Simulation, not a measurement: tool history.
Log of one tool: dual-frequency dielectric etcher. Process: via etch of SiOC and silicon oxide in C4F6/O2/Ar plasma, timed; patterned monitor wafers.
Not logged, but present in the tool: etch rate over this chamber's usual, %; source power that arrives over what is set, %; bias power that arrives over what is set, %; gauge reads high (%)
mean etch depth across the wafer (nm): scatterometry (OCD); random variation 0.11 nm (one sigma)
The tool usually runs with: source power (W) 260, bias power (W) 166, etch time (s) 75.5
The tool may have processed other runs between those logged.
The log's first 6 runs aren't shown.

run   hour  source power (W)  bias power (W)  etch time (s)  wafers since the last listed run  hours since the last wet clean  hours since the last source power generator calibration  hours since the last bias power generator calibration  hours since the last upper electrode change  hours since the gauge calibration  read-back reference wafer on the same gauge, depth_nm  mean etch depth across the wafer (nm)
  7  154.4               260             166           75.5                               262                           117.3                                                     96.9                                                   57.4                                         85.3                               45.5                                                   82.9                                   74.4
  8  173.2               260             134           93.5                               173                           136.1                                                    115.7                                                   76.2                                        104.1                               64.3                                                   82.9                                   85.8
  9  193.6               260             166             71                               188                           156.5                                                    136.1                                                   96.6                                        124.5                               84.7                                                   82.9                                   70.1
 10  218.6               260             166           75.5                               230                           181.5                                                    161.1                                                  121.6                                        149.5                              109.7                                                   82.9                                   74.7
 11  241.5               300             166           75.5                               211                           204.4                                                      184                                                  144.5                                        172.4                              132.6                                                   82.9                                   79.8
 12  276.2               260             166           75.5                               320                           239.1                                                    218.7                                                  179.2                                        207.1                              167.3                                                   82.9                                   74.8
 13  308.9               260             166             69                               301                           271.8                                                    251.4                                                  211.9                                        239.8                                200                                                   82.9                                   68.4
 14  325.6               320             127           75.5                               154                           288.5                                                    268.1                                                  228.6                                        256.5                              216.7                                                   82.9                                   74.8
 15  351.2               260             166           75.5                               236                           314.1                                                    293.7                                                  254.2                                        282.1                              242.3                                                   82.9                                     75
 16  377.1               260             166           75.5                               239                             340                                                    319.6                                                  280.1                                          308                              268.2                                                   82.9                                   75.1
 17  405.7               240             166           89.5                               263                           368.6                                                    348.2                                                  308.7                                        336.6                              296.8                                                   82.9                                   85.4
 18  434.7               220             166             66                               267                           397.6                                                    377.2                                                  337.7                                        365.6                              325.8                                                   82.9                                   60.6
 19  452.9               230             192             90                               167                           415.8                                                    395.4                                                  355.9                                        383.8                                344                                                   82.9                                   89.1
 20  468.7               260             130             85                               145                           431.6                                                    411.2                                                  371.7                                        399.6                              359.8                                                   82.9                                   77.4
 21  501.9               260             130           75.5                               306                           464.8                                                    444.4                                                  404.9                                        432.8                                393                                                   82.9                                   68.8
 22  523.6               300             146           75.5                               200                           486.5                                                    466.1                                                  426.6                                        454.5                              414.7                                                   82.9                                   76.7
 23  559.2               320             166           62.5                               328                           522.1                                                    501.7                                                  462.2                                        490.1                              450.3                                                   82.9                                   68.5
 24  578.1               310             153           93.5                               174                             541                                                    520.6                                                  481.1                                          509                              469.2                                                   82.9                                   97.8
 25  610.8               290             166           75.5                               301                           573.7                                                    553.3                                                  513.8                                        541.7                              501.9                                                   82.9                                   79.1
 26  633.4               260             166             65                               208                           596.3                                                    575.9                                                  536.4                                        564.3                              524.5                                                   82.9                                   64.8
 27  663.4               260             166             67                               276                           626.3                                                    605.9                                                  566.4                                        594.3                              554.5                                                   82.9                                   66.9
     710.2  -- wet clean of the chamber
 28  710.7               310             166           75.5                               215                             0.5                                                    653.2                                                  613.7                                        641.6                              601.8                                                   82.9                                   81.6
     725.3  -- gauge calibrated
 29  727.8               240             146             69                               157                            17.6                                                    670.3                                                  630.8                                        658.7                                2.5                                                   82.9                                   63.7
 30    741               290             135           95.5                               121                            30.8                                                    683.5                                                    644                                        671.9                               15.7                                                   82.9                                   93.3

What if the next run were any one of these 4? Each begins from the tool's condition after run 30:
  A  741.4               260             166           75.5                                 3                            31.2                                                    683.9                                                  644.4                                        672.3                               16.1                                                      ?                                      ?
  B  741.4               260             166           68.5                                 3                            31.2                                                    683.9                                                  644.4                                        672.3                               16.1                                                      ?                                      ?
  C  741.4               300             137           56.5                                 3                            31.2                                                    683.9                                                  644.4                                        672.3                               16.1                                                      ?                                      ?
  D  741.4               230             146           75.5                                 3                            31.2                                                    683.9                                                  644.4                                        672.3                               16.1                                                      ?                                      ?

run  read-back reference wafer on the same gauge, depth_nm  mean etch depth across the wafer (nm)
  A                                                   82.9                                   75.5
  B                                                   82.9                                   68.5
  C                                                   82.9                                   56.3
  D                                                   82.9                                   68.1
Take away the tool's hidden state, keep each run's random variation, and the runs would have read:
run  mean etch depth across the wafer (nm)
  A                                   74.6
  B                                   67.7
  C                                   55.7
  D                                   67.3

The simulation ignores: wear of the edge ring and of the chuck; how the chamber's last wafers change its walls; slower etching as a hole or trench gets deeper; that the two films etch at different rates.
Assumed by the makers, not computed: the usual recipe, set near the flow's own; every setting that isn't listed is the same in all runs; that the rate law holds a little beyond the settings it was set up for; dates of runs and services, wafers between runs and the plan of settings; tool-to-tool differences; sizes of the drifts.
